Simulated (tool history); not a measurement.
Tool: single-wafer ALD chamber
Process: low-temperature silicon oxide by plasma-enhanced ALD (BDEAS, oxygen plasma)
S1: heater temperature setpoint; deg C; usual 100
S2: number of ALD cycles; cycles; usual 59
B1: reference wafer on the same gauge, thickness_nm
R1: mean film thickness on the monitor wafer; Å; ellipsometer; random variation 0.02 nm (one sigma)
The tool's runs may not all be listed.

{"run": 1, "hour": 0.0, "S1": 100, "S2": 59, "B1": 6.915, "R1": 78}
{"run": 2, "hour": 240.4, "S1": 100, "S2": 59, "B1": 6.907, "R1": 77.76}
{"run": 3, "hour": 323.8, "S1": 100, "S2": 59, "B1": 6.91, "R1": 77.77}
{"run": 4, "hour": 412.2, "S1": 100, "S2": 68, "B1": 6.907, "R1": 89.52}
{"run": 5, "hour": 485.2, "S1": 100, "S2": 68, "B1": 6.906, "R1": 89.32}
{"run": 6, "hour": 523.8, "S1": 100, "S2": 59, "B1": 6.914, "R1": 77.93}
{"run": 7, "hour": 623.4, "S1": 100, "S2": 59, "B1": 6.908, "R1": 77.34}
{"run": 8, "hour": 913.4, "S1": 100, "S2": 59, "B1": 6.912, "R1": 77.69}
{"run": 9, "hour": 993.4, "S1": 100, "S2": 59, "B1": 6.908, "R1": 77.51}
{"run": 10, "hour": 1082.5, "S1": 100, "S2": 59, "B1": 6.915, "R1": 77.05}
{"run": 11, "hour": 1123.6, "S1": 100, "S2": 59, "B1": 6.913, "R1": 77.38}
{"hour": 1132.7, "done": "thermocouple changed; heater temperature recalibrated"}
{"run": 12, "hour": 1215.8, "S1": 100, "S2": 59, "B1": 6.915, "R1": 77.77}
{"run": 13, "hour": 1323.0, "S1": 100, "S2": 56, "B1": 6.908, "R1": 74.04}
{"run": 14, "hour": 1369.5, "S1": 100, "S2": 56, "B1": 6.916, "R1": 73.89}
{"run": 15, "hour": 1422.6, "S1": 104, "S2": 59, "B1": 6.909, "R1": 77.39}
{"run": 16, "hour": 1489.9, "S1": 100, "S2": 59, "B1": 6.907, "R1": 78.24}
{"run": 17, "hour": 1554.0, "S1": 96, "S2": 54, "B1": 6.902, "R1": 71.88}
{"run": 18, "hour": 1610.7, "S1": 100, "S2": 59, "B1": 6.903, "R1": 77.98}
{"run": 19, "hour": 1772.0, "S1": 100, "S2": 59, "B1": 6.914, "R1": 77.62}
{"hour": 1830.5, "done": "gauge calibrated"}
{"run": 20, "hour": 1927.8, "S1": 111, "S2": 48, "B1": 6.906, "R1": 62.2}
{"run": 21, "hour": 2020.9, "S1": 100, "S2": 59, "B1": 6.91, "R1": 78.06}
{"run": 22, "hour": 2082.6, "S1": 105, "S2": 68, "B1": 6.907, "R1": 89.31}
{"run": 23, "hour": 2138.7, "S1": 111, "S2": 59, "B1": 6.908, "R1": 76.11}
{"run": 24, "hour": 2197.1, "S1": 108, "S2": 62, "B1": 6.915, "R1": 80.58}

Forecast run 25:
{"run": 25, "hour": 2285.2, "S1": 100, "S2": 59, "B1": "?", "R1": "?"}

Run 25 gave B1 6.908, R1 77.3 Å.
Without the tool's hidden state the same run would have given R1 77.9 Å.

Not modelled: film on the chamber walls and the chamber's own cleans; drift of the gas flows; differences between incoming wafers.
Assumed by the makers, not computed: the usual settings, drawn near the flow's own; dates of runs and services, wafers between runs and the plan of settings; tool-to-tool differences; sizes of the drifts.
